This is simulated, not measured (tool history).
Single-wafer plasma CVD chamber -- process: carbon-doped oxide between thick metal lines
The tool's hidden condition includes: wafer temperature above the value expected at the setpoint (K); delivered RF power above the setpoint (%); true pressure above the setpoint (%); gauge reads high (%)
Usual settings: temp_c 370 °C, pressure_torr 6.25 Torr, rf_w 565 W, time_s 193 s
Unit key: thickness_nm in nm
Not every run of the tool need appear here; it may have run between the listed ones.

run,hour,temp_c,pressure_torr,rf_w,time_s,wafers since the last listed run,hours since the last thermocouple change,hours since the last RF generator calibration,hours since the last manometer calibration,hours since the showerhead was replaced,hours since the gauge calibration,"read-back reference wafer on the same gauge, thickness_nm",thickness_nm
1,0,370,6.25,480,193,0,2113,432.8,1301.1,7771.4,263.1,1210.279,1026.14
2,72.6,370,6.25,480,193,653,2185.6,505.4,1373.7,7844,335.7,1210.42,1024.815
3,101.3,380,6.25,565,211,258,2214.3,534.1,1402.4,7872.7,364.4,1210.389,1173.645
4,159.8,380,6.25,565,211,526,2272.8,592.6,1460.9,7931.2,422.9,1209.863,1171.292
5,206.5,380,6.25,565,211,420,2319.5,639.3,1507.6,7977.9,469.6,1209.53,1172.052
6,262.4,370,5.39,565,193,503,2375.4,695.2,1563.5,8033.8,525.5,1210.212,1068.16
7,326.2,370,5.39,565,193,574,2439.2,759,1627.3,8097.6,589.3,1209.603,1065.363
8,354.5,370,6.25,565,193,254,2467.5,787.3,1655.6,8125.9,617.6,1209.55,1086.413
9,403.7,370,6.25,565,193,442,2516.7,836.5,1704.8,8175.1,666.8,1210.289,1086.197
# hour 415.5: capacitance manometer re-zeroed and calibrated
# hour 430.7: showerhead replaced
10,431.2,370,5.65,620,167,103,2544.2,864,15.7,0.5,694.3,1210.104,977.037
# hour 448.8: gauge calibrated
# hour 491.7: thermocouple changed; heater temperature recalibrated
11,500.3,370,4.8,565,193,549,8.6,933.1,84.8,69.6,51.5,1210.579,1056.679
12,569,370,6.92,565,179,618,77.3,1001.8,153.5,138.3,120.2,1209.509,1025.252
# hour 639.2: RF generator calibrated
13,639.7,370,6.25,565,193,564,148,0.5,224.2,209,190.9,1210.162,1113.11
14,661.7,370,6.25,565,193,198,170,22.5,246.2,231,212.9,1209.796,1111.435
15,724.5,370,5.06,475,193,565,232.8,85.3,309,293.8,275.7,1210.127,1006.665
16,767.1,370,6.92,565,193,383,275.4,127.9,351.6,336.4,318.3,1210.096,1119.621
17,837.2,370,5.21,455,165,630,345.5,198,421.7,406.5,388.4,1209.876,849.104
18,892.9,370,6.25,480,193,501,401.2,253.7,477.4,462.2,444.1,1209.392,1034.577

5 ways to go on from here, each from the tool as it stands after run 18. What would each give?
A,893.4,370,5.49,565,193,4,401.7,254.2,477.9,462.7,444.6,?,?
B,893.4,370,7.12,565,193,4,401.7,254.2,477.9,462.7,444.6,?,?
C,893.4,370,7.72,665,161,4,401.7,254.2,477.9,462.7,444.6,?,?
D,893.4,370,6.25,565,220,4,401.7,254.2,477.9,462.7,444.6,?,?
E,893.4,358,5.51,510,193,4,401.7,254.2,477.9,462.7,444.6,?,?

run,"read-back reference wafer on the same gauge, thickness_nm",thickness_nm
A,1209.94,1090.23
B,1209.94,1118.2
C,1209.94,1005.337
D,1209.94,1260.014
E,1209.94,1071.358
Take away the tool's hidden state, keep each run's random variation, and the runs would have read:
run,thickness_nm
A,1096.272
B,1123.765
C,1010.34
D,1266.868
E,1077.33
